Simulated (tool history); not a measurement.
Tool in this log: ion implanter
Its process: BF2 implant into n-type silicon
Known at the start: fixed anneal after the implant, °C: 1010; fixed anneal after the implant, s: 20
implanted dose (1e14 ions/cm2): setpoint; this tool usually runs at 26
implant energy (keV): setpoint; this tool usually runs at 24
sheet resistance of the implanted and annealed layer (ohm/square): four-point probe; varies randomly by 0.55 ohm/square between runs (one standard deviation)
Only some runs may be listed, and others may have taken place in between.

run,hour,implanted dose (1e14 ions/cm2),implant energy (keV),wafers since the last listed run,hours since the last dose calibration,hours since the extraction supply was calibrated,hours since the gauge calibration,"read-back reference wafer on the same gauge, sheet resistance",sheet resistance of the implanted and annealed layer (ohm/square)
1,0,26,30,0,865.7,2144,975.6,139.08,134.46
2,17.5,26,30,164,883.2,2161.5,993.1,139.27,134.81
3,41.9,26,24,229,907.6,2185.9,1017.5,138.79,150.25
4,69.5,26,24,259,935.2,2213.5,1045.1,138.89,149.42
5,86.5,26,21,159,952.2,2230.5,1062.1,138.94,158.01
6,114.1,26,24,259,979.8,2258.1,1089.7,138.87,149.39
7,150,26,24,337,1015.7,2294,1125.6,138.32,147.75
8,171.5,26,24,202,1037.2,2315.5,1147.1,138.73,149.34
9,190,26,24,173,1055.7,2334,1165.6,138.08,148.28
10,276.1,26,24,809,1141.8,2420.1,1251.7,137.72,148.12
11,288.2,26,24,113,1153.9,2432.2,1263.8,137.62,147.35
12,382.9,26,24,889,1248.6,2526.9,1358.5,136.76,147.85
13,399.1,26,27.5,152,1264.8,2543.1,1374.7,136.88,137.87
14,416.8,26,27.5,166,1282.5,2560.8,1392.4,136.72,138.14
15,430.4,31.51,27.5,127,1296.1,2574.4,1406,136.77,137.36
16,443.4,23.81,27.5,122,1309.1,2587.4,1419,136.58,138.88
17,466.3,30.73,24,215,1332,2610.3,1441.9,136.44,144.93
# hour 503.8: extraction supply calibrated
18,504.3,26,28.5,281,1370,0.5,1479.9,136.06,135.32
19,518,26,24,128,1383.7,14.2,1493.6,135.92,146.41
20,534.5,21.08,31,155,1400.2,30.7,1510.1,136.12,131.18
# hour 563.1: gauge calibrated
21,566.5,19.37,19,300,1432.2,62.7,3.4,142.38,172.49
# hour 596.8: Faraday cup replaced and dose calibrated
22,597.7,30.73,24,218,0.9,93.9,34.6,142.42,151.65
23,614.9,26,24,161,18.1,111.1,51.8,142.38,152.75
24,650.4,26,24,333,53.6,146.6,87.3,142.24,153.45
25,728.6,31.6,16,734,131.8,224.8,165.5,142.09,179.42
26,741.7,26,24,123,144.9,237.9,178.6,142.17,152.13
27,776.2,26,24,324,179.4,272.4,213.1,142.19,152.53
28,789.5,22.19,18,124,192.7,285.7,226.4,142.35,173.72
29,802,30.63,24,117,205.2,298.2,238.9,142.09,151.96
30,824,33.62,30,206,227.2,320.2,260.9,142.11,135.06
31,856.8,26,31.5,308,260,353,293.7,142.12,134.37
32,872.8,23.16,30.5,150,276,369,309.7,141.99,137.06
33,886.9,21.47,29.5,132,290.1,383.1,323.8,142.17,139.75
34,915,26,24,264,318.2,411.2,351.9,142.04,151.64
35,930.4,33.26,30.5,144,333.6,426.6,367.3,142.29,134.06
36,957.3,30.33,30.5,252,360.5,453.5,394.2,142.01,135.47
37,986.1,26,24,270,389.3,482.3,423,141.84,152.5
38,1001.2,30.37,30.5,141,404.4,497.4,438.1,141.81,135.26

Run-by-run hidden state of the tool:
deviation of the true dose from the Faraday cup's reading, %: 0 at every run
deviation of the true energy from its setpoint, %: 0 at every run
H1: gauge reads high (%)
run,H1
1,-1.91
2,-1.97
3,-2.05
4,-2.15
5,-2.22
6,-2.32
7,-2.46
8,-2.55
9,-2.63
10,-3
11,-3.05
12,-3.49
13,-3.57
14,-3.65
15,-3.72
16,-3.79
17,-3.9
18,-4.1
19,-4.17
20,-4.26
21,0.241
22,0.239
23,0.236
24,0.227
25,0.192
26,0.184
27,0.161
28,0.15
29,0.14
30,0.12
31,0.0882
32,0.0711
33,0.0552
34,0.0216
35,0.00199
36,-0.0343
37,-0.076
38,-0.099

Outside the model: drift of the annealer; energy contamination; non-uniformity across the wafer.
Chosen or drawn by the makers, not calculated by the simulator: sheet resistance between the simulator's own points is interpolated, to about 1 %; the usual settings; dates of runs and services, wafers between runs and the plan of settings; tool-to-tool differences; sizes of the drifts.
